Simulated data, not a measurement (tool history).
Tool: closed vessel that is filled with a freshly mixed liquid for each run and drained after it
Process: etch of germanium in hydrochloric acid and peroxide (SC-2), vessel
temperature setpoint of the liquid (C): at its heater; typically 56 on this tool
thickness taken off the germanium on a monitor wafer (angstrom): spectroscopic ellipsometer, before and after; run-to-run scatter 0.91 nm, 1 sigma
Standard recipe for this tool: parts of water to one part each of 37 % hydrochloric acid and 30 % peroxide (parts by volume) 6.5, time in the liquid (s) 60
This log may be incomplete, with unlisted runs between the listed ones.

run   hour  temperature setpoint of the liquid (C)  parts of water to one part each of 37 % hydrochloric acid and 30 % peroxide (parts by volume)  time in the liquid (s)  wafers since the last listed run  hours since the thermometer was replaced  hours since the chemicals flow meter was replaced  hours since the drum of peroxide was connected  hours since the gauge calibration  read-back film thickness of the germanium reference wafer, read on the same gauge (nm)  thickness taken off the germanium on a monitor wafer (angstrom)
  1      0                                      56                                                                                            6.5                      60                                 0                                     887.7                                             1904.6                                           282.9                               36.5                                                                                  120.01                                                           2242.6
  2    9.5                                      56                                                                                            6.5                      60                              1318                                     897.2                                             1914.1                                           292.4                                 46                                                                                  119.98                                                           2223.8
  3   24.6                                      56                                                                                            6.5                      60                              2095                                     912.3                                             1929.2                                           307.5                               61.1                                                                                  120.02                                                           2240.6
  4   39.1                                      62                                                                                            6.5                      80                              2012                                     926.8                                             1943.7                                             322                               75.6                                                                                  120.01                                                           3552.8
  5   52.1                                      62                                                                                            6.5                      80                              1803                                     939.8                                             1956.7                                             335                               88.6                                                                                  120.01                                                           3571.9
  6   64.9                                      62                                                                                            6.5                      80                              1776                                     952.6                                             1969.5                                           347.8                              101.4                                                                                  120.02                                                           3573.6
  7   75.6                                    48.5                                                                                            6.5                      85                              1484                                     963.3                                             1980.2                                           358.5                              112.1                                                                                     120                                                             2523
  8     90                                    48.5                                                                                            6.5                      85                              1998                                     977.7                                             1994.6                                           372.9                              126.5                                                                                  120.01                                                           2514.6
  9  101.8                                      56                                                                                            6.5                      75                              1637                                     989.5                                             2006.4                                           384.7                              138.3                                                                                  119.99                                                           2822.5
 10  111.8                                      56                                                                                            6.5                      75                              1387                                     999.5                                             2016.4                                           394.7                              148.3                                                                                  120.02                                                             2817
 11  124.9                                      56                                                                                            6.5                      60                              1817                                    1012.6                                             2029.5                                           407.8                              161.4                                                                                  120.01                                                           2226.9
 12  139.5                                      56                                                                                            6.5                      60                              2025                                    1027.2                                             2044.1                                           422.4                                176                                                                                     120                                                           2240.8
 13  156.3                                      56                                                                                            6.5                      60                              2331                                      1044                                             2060.9                                           439.2                              192.8                                                                                  120.03                                                           2252.4
 14  171.8                                      56                                                                                            6.5                      60                              2150                                    1059.5                                             2076.4                                           454.7                              208.3                                                                                  120.01                                                           2271.1
 15  188.6                                      60                                                                                            6.5                      75                              2331                                    1076.3                                             2093.2                                           471.5                              225.1                                                                                  119.98                                                           3195.8
 16  196.5                                      56                                                                                              9                      75                              1096                                    1084.2                                             2101.1                                           479.4                                233                                                                                     120                                                           2764.8
     204.7  -- chemicals flow meter replaced
 17  209.6                                      56                                                                                            6.5                      60                              1679                                    1097.3                                                4.9                                           492.5                              246.1                                                                                     120                                                             2252
 18  227.1                                      56                                                                                            6.5                      60                              2428                                    1114.8                                               22.4                                             510                              263.6                                                                                  120.03                                                           2260.4
 19    238                                      62                                                                                            6.5                      50                              1512                                    1125.7                                               33.3                                           520.9                              274.5                                                                                  120.01                                                           2249.5
     249.9  -- gauge calibrated
     254.3  -- new drum of peroxide connected
 20  266.2                                    64.5                                                                                            6.5                      60                              3774                                    1153.9                                               61.5                                            11.9                               16.3                                                                                  120.03                                                           2916.7
 21  278.1                                      56                                                                                            7.5                      75                              1651                                    1165.8                                               73.4                                            23.8                               28.2                                                                                  120.02                                                           2826.2
 22  284.2                                      48                                                                                            4.5                      35                               846                                    1171.9                                               79.5                                            29.9                               34.3                                                                                  119.98                                                           1043.9
 23  298.1                                    58.5                                                                                              4                      60                              1928                                    1185.8                                               93.4                                            43.8                               48.2                                                                                  120.02                                                           2474.1
     301.7  -- thermometer replaced
 24  304.8                                      56                                                                                            6.5                      60                               790                                       3.1                                              100.1                                            50.5                               54.9                                                                                  119.97                                                             2101
 25  312.7                                    47.5                                                                                            6.5                      60                              1096                                        11                                                108                                            58.4                               62.8                                                                                  120.02                                                           1607.3
 26  327.1                                      56                                                                                            6.5                      60                              1998                                      25.4                                              122.4                                            72.8                               77.2                                                                                  120.01                                                           2108.8

Run 27, settings as shown, results not yet in. Your forecast:
 27   372                                    65.5                                                                                              4                      75                              6230                                      70.3                                              167.3                                           117.7                              122.1                                                                                       ?                                                                ?

Run 27 yielded read-back film thickness of the germanium reference wafer, read on the same gauge (nm) 120, thickness taken off the germanium on a monitor wafer (angstrom) 3593.1.
Take away the tool's hidden state, keep the run-to-run variation as it was, and the same run would have given thickness taken off the germanium on a monitor wafer (angstrom) 3565.9.
